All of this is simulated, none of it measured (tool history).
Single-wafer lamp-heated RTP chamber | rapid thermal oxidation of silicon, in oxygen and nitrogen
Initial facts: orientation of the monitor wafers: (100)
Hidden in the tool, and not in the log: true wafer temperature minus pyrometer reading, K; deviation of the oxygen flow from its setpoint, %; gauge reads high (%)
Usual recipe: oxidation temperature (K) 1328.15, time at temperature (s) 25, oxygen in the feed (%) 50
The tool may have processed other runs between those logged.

run,day,oxidation temperature (K),time at temperature (s),oxygen in the feed (%),wafers since the last listed run,wafers since the last pyrometer calibration,hours since the oxygen flow controller was replaced,hours since the gauge calibration,"read-back reference wafer on the same gauge, thickness",oxide thickness on the monitor wafer (angstrom)
1,0,1328.15,21,50,0,4104,2035.8,1883.1,5.679,48.22
2,2.671,1328.15,21,50,594,4699,2099.9,1947.2,5.677,47.92
# day 3.717: pyrometer window cleaned and pyrometer calibrated
3,5.875,1328.15,33,27,639,480,2176.8,2024.1,5.68,47.05
4,7.912,1328.15,25,50,453,934,2225.7,2073,5.677,51.72
5,10.25,1328.15,25,50,520,1454,2281.8,2129.1,5.68,51.73
6,13.662,1328.15,25,50,759,2214,2363.7,2211,5.681,51.45
7,17.421,1346.15,25,50,836,3051,2453.9,2301.2,5.681,57.86
8,21.383,1346.15,25,50,882,3934,2549,2396.3,5.684,58.04
# day 25.408: pyrometer window cleaned and pyrometer calibrated
9,25.429,1328.15,25,50,826,4,2646.1,2493.4,5.682,51.58
10,27.2,1328.15,25,50,394,398,2688.6,2535.9,5.683,51.55
11,31.325,1328.15,25,50,918,1317,2787.6,2634.9,5.684,51.56
12,33.2,1328.15,25,50,417,1735,2832.6,2679.9,5.687,51.81
# day 33.854: oxygen flow controller replaced
13,36.346,1328.15,25,50,626,2361,59.8,2755.4,5.685,51.95
14,39.812,1328.15,31,50,772,3133,143,2838.6,5.687,56.39
15,43.817,1328.15,31,50,891,4025,239.1,2934.7,5.69,56.52
16,47.429,1328.15,25,50,804,4829,325.8,3021.4,5.688,51.66
# day 50.625: gauge calibrated
17,51.454,1328.15,25,50,896,5726,422.4,19.9,5.57,50.43
# day 51.883: pyrometer window cleaned and pyrometer calibrated
18,54.804,1328.15,25,50,671,650,502.8,100.3,5.583,50.73
19,56.954,1328.15,30,50,478,1129,554.4,151.9,5.583,54.65
20,61.038,1320.15,17,50,909,2038,652.4,249.9,5.593,41.53
21,64.742,1328.15,25,50,824,2863,741.3,338.8,5.602,50.75
22,66.938,1328.15,21,50,489,3352,794,391.5,5.607,47.45
23,71.079,1328.15,32,50,922,4275,893.4,490.9,5.614,56.43
24,73.492,1328.15,25,22,537,4812,951.3,548.8,5.618,39.27
25,75.417,1316.15,25,73,428,5241,997.5,595,5.619,53.57
# day 79.583: pyrometer window cleaned and pyrometer calibrated
26,79.688,1304.15,33,50,876,23,1100,697.5,5.627,48.92
27,83.45,1311.15,25,50,837,861,1190.3,787.8,5.63,45.78
28,86.429,1328.15,25,50,663,1524,1261.8,859.3,5.631,51.1
29,88.533,1328.15,25,50,468,1993,1312.3,909.8,5.636,51.22
30,90.375,1350.15,33,29,410,2403,1356.5,954,5.636,54.95
31,93.208,1328.15,18,50,630,3034,1424.5,1022,5.639,45.05
32,95.725,1299.15,32,69,560,3594,1484.9,1082.4,5.642,52
33,97.692,1303.15,13,58,437,4032,1532.1,1129.6,5.644,35.88
34,101.312,1328.15,21,50,806,4839,1619,1216.5,5.645,47.86

Table of differences, measured result less the result of that run with no hidden state. Run-to-run variation is the same in both. Gauge scatter possibly is not:
run,oxide thickness on the monitor wafer (angstrom)
1,+0.82
2,+0.83
3,+0.82
4,+0.91
5,+0.92
6,+0.92
7,+1.04
8,+1.05
9,+0.95
10,+0.95
11,+0.96
12,+0.96
13,+0.97
14,+1.06
15,+1.06
16,+0.98
17,-0.08
18,+0
19,+0.04
20,+0.1
21,+0.18
22,+0.21
23,+0.32
24,+0.25
25,+0.37
26,+0.39
27,+0.4
28,+0.48
29,+0.49
30,+0.55
31,+0.47
32,+0.57
33,+0.41
34,+0.56
